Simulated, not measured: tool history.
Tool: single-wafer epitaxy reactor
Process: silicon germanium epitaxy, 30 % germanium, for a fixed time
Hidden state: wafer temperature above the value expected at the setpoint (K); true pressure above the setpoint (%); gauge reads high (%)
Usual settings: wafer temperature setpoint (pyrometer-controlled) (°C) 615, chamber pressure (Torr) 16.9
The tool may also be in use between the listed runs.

run	hour	wafer temperature setpoint (pyrometer-controlled) (°C)	chamber pressure (Torr)	wafers since the last listed run	hours since the last pyrometer calibration	hours since the last manometer calibration	hours since the showerhead was replaced	hours since the gauge calibration	read-back reference wafer on the same gauge, thickness_nm	mean film thickness on the monitor wafer (Å)
1	0.0	615	15.4	0	374.9	157.3	5152.7	119.8	62.750	629.46
2	82.3	615	15.4	1115	457.2	239.6	5235.0	202.1	62.692	627.31
3	139.3	622	16.9	772	514.2	296.6	5292.0	259.1	62.681	764.86
4	221.3	615	19.0	1111	596.2	378.6	5374.0	341.1	62.732	710.71
5	276.1	615	19.0	742	651.0	433.4	5428.8	395.9	62.709	708.05
6	327.2	604	19.4	692	702.1	484.5	5479.9	447.0	62.675	572.09
7	428.0	604	19.4	1366	802.9	585.3	5580.7	547.8	62.739	576.01
8	535.1	609	16.9	1451	910.0	692.4	5687.8	654.9	62.667	588.93
9	602.6	615	15.2	914	977.5	759.9	5755.3	722.4	62.655	621.76
10	836.7	615	16.9	3172	1211.6	994.0	5989.4	956.5	62.663	669.60
11	929.6	615	16.9	1259	1304.5	1086.9	6082.3	1049.4	62.620	664.40
12	966.8	615	16.9	504	1341.7	1124.1	6119.5	1086.6	62.699	667.82
13	1043.3	604	16.9	1036	1418.2	1200.6	6196.0	1163.1	62.719	533.72
14	1097.3	604	16.9	731	1472.2	1254.6	6250.0	1217.1	62.615	534.52
15	1166.3	604	16.9	935	1541.2	1323.6	6319.0	1286.1	62.702	536.28
16	1214.8	604	12.8	657	1589.7	1372.1	6367.5	1334.6	62.708	452.85
# hour 1304.5: capacitance manometer re-zeroed and calibrated
17	1310.9	615	16.9	1194	1685.8	6.4	6463.6	1430.7	62.681	674.97
18	1354.5	609	15.3	590	1729.4	50.0	6507.2	1474.3	62.800	561.72
19	1392.3	604	19.6	512	1767.2	87.8	6545.0	1512.1	62.644	583.34
20	1482.2	615	16.9	1218	1857.1	177.7	6634.9	1602.0	62.656	674.44
21	1575.6	627	15.2	1265	1950.5	271.1	6728.3	1695.4	62.739	804.26
22	1677.8	615	16.9	1385	2052.7	373.3	6830.5	1797.6	62.669	676.62
# hour 1741.1: showerhead replaced
23	1763.3	630	19.8	1050	2138.2	458.8	22.2	1883.1	62.681	990.40
24	1931.2	603	20.0	2275	2306.1	626.7	190.1	2051.0	62.660	580.54
# hour 1942.0: gauge calibrated
# hour 1993.8: pyrometer calibrated
25	2013.7	623	16.9	1009	19.9	709.2	272.6	71.7	62.712	774.15
26	2056.5	623	16.9	580	62.7	752.0	315.4	114.5	62.596	773.91
27	2105.5	621	16.9	664	111.7	801.0	364.4	163.5	62.804	743.26
28	2178.3	615	16.9	986	184.5	873.8	437.2	236.3	62.673	661.55
29	2246.4	615	12.7	922	252.6	941.9	505.3	304.4	62.666	554.54
30	2306.6	606	16.9	815	312.8	1002.1	565.5	364.6	62.716	550.65
31	2405.3	607	18.2	1337	411.5	1100.8	664.2	463.3	62.713	583.95
32	2492.0	615	14.2	1175	498.2	1187.5	750.9	550.0	62.775	593.74
33	2590.1	615	16.9	1329	596.3	1285.6	849.0	648.1	62.711	660.62
34	2682.0	625	16.9	1245	688.2	1377.5	940.9	740.0	62.722	806.35
35	2748.6	603	13.0	902	754.8	1444.1	1007.5	806.6	62.775	439.66
# hour 2766.0: capacitance manometer re-zeroed and calibrated
36	2793.2	615	16.9	496	799.4	27.2	1052.1	851.2	62.718	663.43

How the hidden state differs across the entries between the runs, from the last listed run before each to the first after it:
Between runs 16 and 17: capacitance manometer re-zeroed and calibrated (hour 1304.5)
  wafer temperature above the value expected at the setpoint (K): 0.625 -> 0.694
  measured less the result without the state, mean film thickness on the monitor wafer (Å): +5.81 -> +9.36
Between runs 22 and 23: showerhead replaced (hour 1741.1)
  wafer temperature above the value expected at the setpoint (K): 0.997 -> 1.08
  measured less the result without the state, mean film thickness on the monitor wafer (Å): +13.43 -> +20.42
Between runs 24 and 25: gauge calibrated (hour 1942.0); pyrometer calibrated (hour 1993.8)
  wafer temperature above the value expected at the setpoint (K): 1.24 -> -0.183
  measured less the result without the state, mean film thickness on the monitor wafer (Å): +14.75 -> -2.80
Between runs 35 and 36: capacitance manometer re-zeroed and calibrated (hour 2766.0)
  wafer temperature above the value expected at the setpoint (K): -0.0573 -> -0.042
  measured less the result without the state, mean film thickness on the monitor wafer (Å): -0.53 -> -0.56
